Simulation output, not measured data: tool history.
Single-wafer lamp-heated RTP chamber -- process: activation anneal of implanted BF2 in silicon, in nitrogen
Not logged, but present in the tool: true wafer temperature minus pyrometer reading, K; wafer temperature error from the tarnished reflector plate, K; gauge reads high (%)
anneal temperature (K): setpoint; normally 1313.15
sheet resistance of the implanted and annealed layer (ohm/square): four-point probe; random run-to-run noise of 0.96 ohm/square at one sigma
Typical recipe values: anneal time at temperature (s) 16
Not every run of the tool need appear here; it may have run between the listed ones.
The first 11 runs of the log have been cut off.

run,hour,anneal temperature (K),anneal time at temperature (s),wafers since the last listed run,wafers since the last pyrometer calibration,wafers since the reflector plate was cleaned,hours since the gauge calibration,"read-back reference wafer on the same gauge, sheet resistance",sheet resistance of the implanted and annealed layer (ohm/square)
12,320.3,1313.15,10,501,5958,2546,1029.8,251.95,262.28
13,345.2,1313.15,10,387,6346,2934,1054.7,252.19,262.60
14,374.4,1301.15,16,454,6801,3389,1083.9,251.77,261.49
# hour 385.5: reflector plate cleaned
15,400.3,1313.15,16,278,7079,230,1109.8,251.97,243.11
# hour 413.4: gauge calibrated
# hour 431.2: pyrometer window cleaned and pyrometer calibrated
16,431.7,1313.15,16,364,7,594,18.3,251.90,238.30
17,519.0,1313.15,10,1359,1366,1954,105.6,252.48,256.81
18,545.9,1338.15,12,418,1785,2372,132.5,252.22,219.38
# hour 559.2: pyrometer window cleaned and pyrometer calibrated, repeated, since the last time left the tool worse
19,565.2,1301.15,13,175,93,2548,151.8,252.21,275.87
20,597.2,1313.15,16,498,591,3047,183.8,252.19,248.95
21,619.0,1283.15,20,339,930,3386,205.6,252.32,284.06
# hour 636.0: reflector plate cleaned
22,650.3,1323.15,22,362,1293,222,236.9,252.07,222.69
23,680.7,1304.15,16,473,1766,696,267.3,252.08,260.80
24,699.2,1304.15,10,288,2054,984,285.8,251.86,282.85
25,733.9,1329.15,8,540,2595,1524,320.5,251.59,254.87
26,750.3,1301.15,13,255,2850,1779,336.9,251.87,274.43
27,783.3,1333.15,16,513,3364,2293,369.9,252.06,221.22
28,801.3,1301.15,16,280,3644,2574,387.9,252.31,262.73
29,835.9,1287.15,12,538,4183,3112,422.5,252.11,302.63
# hour 868.5: reflector plate cleaned
30,915.3,1313.15,25,1111,5294,728,501.9,251.88,229.06
31,934.1,1300.15,8,292,5587,1021,520.7,252.00,295.32
32,969.6,1287.15,12,552,6140,1573,556.2,252.01,299.11
# hour 994.9: pyrometer window cleaned and pyrometer calibrated
33,996.6,1313.15,16,295,26,1869,583.2,252.00,245.90

Predict each of these 5 candidate next runs independently; none follows another, all start after run 33:
A,997.0,1313.15,16,6,32,1875,583.6,?,?
B,997.0,1292.15,10,6,32,1875,583.6,?,?
C,997.0,1293.15,16,6,32,1875,583.6,?,?
D,997.0,1331.15,20,6,32,1875,583.6,?,?
E,997.0,1302.15,7,6,32,1875,583.6,?,?

run,"read-back reference wafer on the same gauge, sheet resistance",sheet resistance of the implanted and annealed layer (ohm/square)
A,251.92,248.72
B,251.92,307.15
C,251.92,280.16
D,251.92,218.67
E,251.92,306.99
What these runs would have given with no unlogged condition in the tool:
run,sheet resistance of the implanted and annealed layer (ohm/square)
A,248.93
B,307.44
C,280.41
D,218.83
E,307.27
